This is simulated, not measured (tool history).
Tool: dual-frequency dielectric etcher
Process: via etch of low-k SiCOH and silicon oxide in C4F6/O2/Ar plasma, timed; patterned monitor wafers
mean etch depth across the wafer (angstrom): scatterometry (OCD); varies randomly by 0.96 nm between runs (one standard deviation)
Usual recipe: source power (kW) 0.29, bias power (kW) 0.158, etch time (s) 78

run,day,source power (kW),bias power (kW),etch time (s),wafers since the last listed run,hours since the last wet clean,hours since the last source power generator calibration,hours since the last bias power generator calibration,hours since the last upper electrode change,hours since the gauge calibration,"read-back reference wafer on the same gauge, depth_nm",mean etch depth across the wafer (angstrom)
1,0,0.33,0.158,78,0,266.2,2471.1,2298.3,2493.4,285.4,217.9,1989
2,2.425,0.33,0.158,78,464,324.4,2529.3,2356.5,2551.6,343.6,217.7,1987
3,4.067,0.33,0.158,78,314,363.8,2568.7,2395.9,2591,383,218.3,1975
4,6.883,0.29,0.158,88.5,539,431.4,2636.3,2463.5,2658.6,450.6,217.6,2163
5,8.292,0.29,0.158,88.5,269,465.2,2670.1,2497.3,2692.4,484.4,218,2159
6,9.675,0.29,0.158,88.5,265,498.4,2703.3,2530.5,2725.6,517.6,218.2,2161
7,10.733,0.29,0.158,70,202,523.8,2728.7,2555.9,2751,543,217.7,1712
8,12.575,0.29,0.158,70,352,568,2772.9,2600.1,2795.2,587.2,217.8,1701
9,15,0.29,0.158,70,464,626.2,2831.1,2658.3,2853.4,645.4,218.4,1705
# day 15.838: bias power generator calibrated
# day 17.112: gauge calibrated
# day 17.379: wet clean of the chamber
10,17.4,0.31,0.128,58.5,236,0.5,2888.7,37.5,2911,6.9,218,1393
11,19.408,0.29,0.136,59,384,48.7,2936.9,85.7,2959.2,55.1,218.2,1392
# day 20.871: upper electrode replaced
12,21.108,0.35,0.146,78,134,89.5,2977.7,126.5,5.7,95.9,218,2003
# day 23.354: source power generator calibrated
13,23.458,0.32,0.158,95.5,418,145.9,2.5,182.9,62.1,152.3,218.4,2421
14,26.142,0.29,0.141,78,514,210.3,66.9,247.3,126.5,216.7,218.4,1862
15,27.196,0.31,0.158,78,202,235.6,92.2,272.6,151.8,242,218,1955
16,29.329,0.29,0.158,78,408,286.8,143.4,323.8,203,293.2,218.4,1916
17,30.792,0.29,0.158,78,280,321.9,178.5,358.9,238.1,328.3,217.8,1906
18,33.146,0.26,0.192,78,451,378.4,235,415.4,294.6,384.8,218.2,1969

Branching from run 18: 4 alternative next runs. What would each branch give?
A,33.162,0.29,0.158,58.5,3,378.8,235.4,415.8,295,385.2,?,?
B,33.162,0.27,0.127,100,3,378.8,235.4,415.8,295,385.2,?,?
C,33.162,0.26,0.158,88.5,3,378.8,235.4,415.8,295,385.2,?,?
D,33.162,0.24,0.158,91.5,3,378.8,235.4,415.8,295,385.2,?,?

run,"read-back reference wafer on the same gauge, depth_nm",mean etch depth across the wafer (angstrom)
A,218.3,1432
B,218.3,2252
C,218.3,2103
D,218.3,2128
Had the tool no hidden state, the same runs would have come out as:
run,mean etch depth across the wafer (angstrom)
A,1457
B,2291
C,2139
D,2165
